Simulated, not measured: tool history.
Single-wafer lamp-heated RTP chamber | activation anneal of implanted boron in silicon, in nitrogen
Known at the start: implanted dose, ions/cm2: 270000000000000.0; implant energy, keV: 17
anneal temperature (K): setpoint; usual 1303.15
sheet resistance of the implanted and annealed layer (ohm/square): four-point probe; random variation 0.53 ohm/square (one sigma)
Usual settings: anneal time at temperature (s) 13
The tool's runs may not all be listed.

run	hour	anneal temperature (K)	anneal time at temperature (s)	read-back reference wafer on the same gauge, sheet resistance	sheet resistance of the implanted and annealed layer (ohm/square)
1	0	1303.15	13	340.99	351.21
2	37.6	1303.15	13	341.09	351.33
3	63.4	1303.15	13	341.11	351.84
4	117.8	1296.15	13	340.97	351.73
5	151.6	1303.15	13	340.99	351.62
6	203.5	1303.15	13	340.95	351.4
7	260.2	1289.15	13	340.98	353.17
8	313.5	1303.15	13	340.99	351.11
9	382.5	1303.15	13	341.06	351.26
10	539.1	1303.15	13	341.06	351.17
11	589.2	1303.15	13	341.06	350.44
12	655.7	1303.15	13	341.02	350.86
13	693.5	1303.15	13	340.98	351.5
14	730.5	1303.15	13	340.96	351.16
15	922.7	1276.15	7	341.07	357.46
16	954.6	1294.15	8	340.89	353.66
17	1011.1	1303.15	16	341	349.74
18	1065.3	1278.15	19	340.93	355.44
19	1135	1314.15	8	341.07	350.98
20	1194.1	1276.15	7	340.92	358.97
21	1250	1323.15	7	341.15	350.58
22	1321.9	1303.15	13	340.98	350.67
23	1353.5	1288.15	17	341.12	352.48
24	1412.2	1283.15	16	341.02	353.29
25	1459	1331.15	13	341.05	350.91
26	1514.9	1326.15	9	340.89	350.23
27	1544.3	1303.15	13	341	351.27
28	1598.9	1303.15	20	341.03	351.02

Taken out of this log: 9 entries between the listed runs. Where each belongs, and how the hidden state differs across it:
Between runs 6 and 7: pyrometer window cleaned and pyrometer calibrated (hour 217)
  no hidden state differs between the two runs
Between runs 8 and 9: reflector plate cleaned (hour 335.2)
  no hidden state differs between the two runs
Between runs 9 and 10: pyrometer window cleaned and pyrometer calibrated (hour 515.4)
  no hidden state differs between the two runs
Between runs 14 and 15: pyrometer window cleaned and pyrometer calibrated (hour 798.5); gauge calibrated (hour 881); reflector plate cleaned (hour 888.2)
  no hidden state differs between the two runs
Between runs 18 and 19: pyrometer window cleaned and pyrometer calibrated (hour 1092.8)
  no hidden state differs between the two runs
Between runs 23 and 24: pyrometer window cleaned and pyrometer calibrated (hour 1411.7)
  no hidden state differs between the two runs
Between runs 25 and 26: reflector plate cleaned (hour 1491.8)
  no hidden state differs between the two runs

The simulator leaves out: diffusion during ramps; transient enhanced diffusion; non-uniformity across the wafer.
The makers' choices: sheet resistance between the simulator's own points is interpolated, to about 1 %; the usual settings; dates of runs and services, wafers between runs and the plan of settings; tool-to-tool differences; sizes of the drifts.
